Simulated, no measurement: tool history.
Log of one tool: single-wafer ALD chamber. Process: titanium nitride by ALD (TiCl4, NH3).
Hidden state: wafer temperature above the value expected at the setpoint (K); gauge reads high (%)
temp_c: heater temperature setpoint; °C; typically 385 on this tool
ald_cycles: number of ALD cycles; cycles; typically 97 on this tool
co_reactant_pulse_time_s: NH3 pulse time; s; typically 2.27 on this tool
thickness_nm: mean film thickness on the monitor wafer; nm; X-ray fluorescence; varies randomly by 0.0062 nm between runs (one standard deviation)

| run | hour | temp_c | ald_cycles | co_reactant_pulse_time_s | wafers since the last listed run | hours since the last thermocouple change | hours since the showerhead was replaced | hours since the gauge calibration | read-back reference wafer on the same gauge, thickness_nm | thickness_nm |
|---|---|---|---|---|---|---|---|---|---|---|
| 1 | 0 | 385 | 90 | 1.88 | 0 | 410 | 1336.6 | 87.3 | 2.189 | 2.276 |
| 2 | 73.5 | 385 | 90 | 1.88 | 236 | 483.5 | 1410.1 | 160.8 | 2.19 | 2.274 |
| 3 | 154.7 | 385 | 90 | 1.88 | 261 | 564.7 | 1491.3 | 242 | 2.191 | 2.276 |
| 4 | 232.5 | 381 | 97 | 2.27 | 250 | 642.5 | 1569.1 | 319.8 | 2.192 | 2.472 |
| 5 | 336.2 | 385 | 97 | 2.27 | 333 | 746.2 | 1672.8 | 423.5 | 2.189 | 2.46 |
| 6 | 409.3 | 385 | 97 | 2.27 | 234 | 819.3 | 1745.9 | 496.6 | 2.189 | 2.471 |
| 7 | 472.7 | 385 | 97 | 2.27 | 203 | 882.7 | 1809.3 | 560 | 2.188 | 2.476 |
| 8 | 545.3 | 385 | 97 | 2.27 | 233 | 955.3 | 1881.9 | 632.6 | 2.188 | 2.467 |
| 9 | 582.8 | 385 | 97 | 2.27 | 120 | 992.8 | 1919.4 | 670.1 | 2.19 | 2.464 |
| 10 | 666.3 | 389 | 97 | 2.27 | 268 | 1076.3 | 2002.9 | 753.6 | 2.191 | 2.482 |
| 11 | 710.4 | 385 | 97 | 2.75 | 141 | 1120.4 | 2047 | 797.7 | 2.191 | 2.492 |
| 12 | 766.1 | 385 | 97 | 1.99 | 179 | 1176.1 | 2102.7 | 853.4 | 2.19 | 2.447 |
|  | 789.8 | thermocouple changed; heater temperature recalibrated |
| 13 | 815 | 385 | 97 | 1.99 | 131 | 25.2 | 2151.6 | 902.3 | 2.193 | 2.45 |
| 14 | 881.3 | 385 | 97 | 2.82 | 213 | 91.5 | 2217.9 | 968.6 | 2.189 | 2.501 |
| 15 | 924.3 | 385 | 97 | 2.82 | 138 | 134.5 | 2260.9 | 1011.6 | 2.191 | 2.477 |
| 16 | 1008.9 | 385 | 97 | 2.68 | 271 | 219.1 | 2345.5 | 1096.2 | 2.189 | 2.483 |
| 17 | 1111.8 | 389 | 103 | 1.47 | 330 | 322 | 2448.4 | 1199.1 | 2.189 | 2.565 |
| 18 | 1165.6 | 385 | 82 | 1.58 | 172 | 375.8 | 2502.2 | 1252.9 | 2.191 | 2.043 |
|  | 1166 | gauge calibrated |
|  | 1174.2 | showerhead replaced |
| 19 | 1257.4 | 385 | 89 | 2.97 | 269 | 467.6 | 83.2 | 91.4 | 2.191 | 2.304 |
| 20 | 1305.9 | 385 | 97 | 2.27 | 155 | 516.1 | 131.7 | 139.9 | 2.191 | 2.468 |
| 21 | 1364.7 | 385 | 83 | 1.96 | 189 | 574.9 | 190.5 | 198.7 | 2.189 | 2.107 |
| 22 | 1461.4 | 375 | 115 | 2.27 | 310 | 671.6 | 287.2 | 295.4 | 2.19 | 2.9 |
| 23 | 1542.2 | 385 | 97 | 2.27 | 259 | 752.4 | 368 | 376.2 | 2.192 | 2.471 |
| 24 | 1606.9 | 385 | 115 | 2.02 | 207 | 817.1 | 432.7 | 440.9 | 2.19 | 2.906 |
| 25 | 1709.4 | 385 | 90 | 2.27 | 329 | 919.6 | 535.2 | 543.4 | 2.191 | 2.285 |
| 26 | 1760.4 | 374 | 106 | 1.45 | 163 | 970.6 | 586.2 | 594.4 | 2.193 | 2.591 |
| 27 | 1828.7 | 385 | 97 | 1.47 | 219 | 1038.9 | 654.5 | 662.7 | 2.19 | 2.41 |
| 28 | 1889.1 | 385 | 90 | 2.27 | 194 | 1099.3 | 714.9 | 723.1 | 2.191 | 2.285 |
| 29 | 1981.4 | 378 | 97 | 2.27 | 296 | 1191.6 | 807.2 | 815.4 | 2.19 | 2.447 |
| 30 | 2023.8 | 390 | 104 | 1.7 | 136 | 1234 | 849.6 | 857.8 | 2.191 | 2.611 |
| 31 | 2067.2 | 371 | 116 | 1.83 | 139 | 1277.4 | 893 | 901.2 | 2.189 | 2.878 |

Entry by entry between the runs, the difference in hidden state between the last listed run before and the first listed run after:
Between runs 12 and 13: thermocouple changed; heater temperature recalibrated (hour 789.8)
  no difference in the tool's unlogged condition between these two runs
Between runs 18 and 19: gauge calibrated (hour 1166); showerhead replaced (hour 1174.2)
  no difference in the tool's unlogged condition between these two runs
